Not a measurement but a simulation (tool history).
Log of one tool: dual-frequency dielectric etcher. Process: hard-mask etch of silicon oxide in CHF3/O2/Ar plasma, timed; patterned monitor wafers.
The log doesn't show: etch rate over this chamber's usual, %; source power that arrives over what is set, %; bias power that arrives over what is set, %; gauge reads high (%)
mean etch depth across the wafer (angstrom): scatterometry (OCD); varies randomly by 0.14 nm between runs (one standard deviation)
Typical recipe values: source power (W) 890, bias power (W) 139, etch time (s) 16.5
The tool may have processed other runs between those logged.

run,day,source power (W),bias power (W),etch time (s),wafers since the last listed run,hours since the last wet clean,hours since the last source power generator calibration,hours since the last bias power generator calibration,hours since the last upper electrode change,hours since the gauge calibration,"read-back reference wafer on the same gauge, depth_nm",mean etch depth across the wafer (angstrom)
1,0.000,890,139,16.5,0,370.5,2881.5,2518.1,1860.9,766.3,33.67,385.8
2,3.425,890,139,16.5,1432,452.7,2963.7,2600.3,1943.1,848.5,33.77,387.1
3,6.538,890,139,16.5,1301,527.4,3038.4,2675.0,2017.8,923.2,33.71,388.6
# day 8.138: wet clean of the chamber
4,10.833,890,139,16.5,1378,64.7,3141.5,2778.1,2120.9,1026.3,33.68,387.7
5,13.288,1070,139,16.5,1026,123.6,3200.4,2837.0,2179.8,1085.2,33.69,428.2
6,16.208,890,139,16.5,1221,193.7,3270.5,2907.1,2249.9,1155.3,33.65,386.7
# day 19.538: bias power generator calibrated
7,19.579,890,139,16.5,1339,274.6,3351.4,1.0,2330.8,1236.2,33.63,386.2
8,23.938,890,139,16.5,1822,379.2,3456.0,105.6,2435.4,1340.8,33.76,387.4
9,27.242,890,117,12.0,1381,458.5,3535.3,184.9,2514.7,1420.1,33.73,266.7
# day 31.596: wet clean of the chamber
10,31.617,890,118,12.5,1411,0.5,3640.3,289.9,2619.7,1525.1,33.71,278.4
11,33.325,710,139,16.5,714,41.5,3681.3,330.9,2660.7,1566.1,33.68,339.0
12,36.858,890,139,16.5,1477,126.3,3766.1,415.7,2745.5,1650.9,33.79,385.8
# day 39.396: gauge calibrated
13,40.612,780,139,16.5,1569,216.4,3856.2,505.8,2835.6,29.2,33.70,357.7
# day 41.946: source power generator calibrated
14,43.375,980,173,12.0,1085,282.7,34.3,572.1,2901.9,95.5,33.71,315.5
15,46.762,810,139,13.0,1416,364.0,115.6,653.4,2983.2,176.8,33.73,283.1
16,48.512,670,167,11.5,731,406.0,157.6,695.4,3025.2,218.8,33.75,240.0
17,52.896,890,139,16.5,1832,511.2,262.8,800.6,3130.4,324.0,33.72,384.7
# day 54.754: wet clean of the chamber
18,57.317,1030,139,16.5,1430,61.5,368.9,906.7,3236.5,430.1,33.79,413.3
19,60.346,1100,139,13.5,1266,134.2,441.6,979.4,3309.2,502.8,33.73,351.5
# day 64.488: upper electrode replaced
20,64.508,720,139,16.5,1322,234.1,541.5,1079.3,0.5,602.7,33.79,338.7
21,67.642,1000,139,16.5,1310,309.3,616.7,1154.5,75.7,677.9,33.67,411.3
22,70.200,980,139,19.0,1069,370.7,678.1,1215.9,137.1,739.3,33.73,464.2
23,73.867,890,139,16.5,1533,458.7,766.1,1303.9,225.1,827.3,33.68,385.8
24,75.558,890,139,16.5,707,499.3,806.7,1344.5,265.7,867.9,33.72,383.9
25,78.838,890,139,16.5,1371,578.0,885.4,1423.2,344.4,946.6,33.79,385.3
# day 80.871: wet clean of the chamber
26,80.892,690,139,16.5,440,0.5,934.7,1472.5,393.7,995.9,33.70,333.9
27,84.421,990,139,16.5,1475,85.2,1019.4,1557.2,478.4,1080.6,33.74,408.6
28,86.238,740,113,16.5,759,128.8,1063.0,1600.8,522.0,1124.2,33.70,324.0
29,90.412,890,139,14.0,1745,229.0,1163.2,1701.0,622.2,1224.4,33.72,326.0

Consider 4 possible next runs. They are alternatives, not a sequence: every one starts from the tool as it was left by run 29. What does each give?
A,90.429,890,139,16.5,6,229.4,1163.6,1701.4,622.6,1224.8,?,?
B,90.429,1100,162,14.5,6,229.4,1163.6,1701.4,622.6,1224.8,?,?
C,90.429,1100,125,16.5,6,229.4,1163.6,1701.4,622.6,1224.8,?,?
D,90.429,960,149,14.0,6,229.4,1163.6,1701.4,622.6,1224.8,?,?

run,"read-back reference wafer on the same gauge, depth_nm",mean etch depth across the wafer (angstrom)
A,33.69,384.0
B,33.69,399.1
C,33.69,415.0
D,33.69,348.1
Without the tool's hidden state the same runs would have given:
run,mean etch depth across the wafer (angstrom)
A,376.0
B,390.8
C,406.3
D,340.9
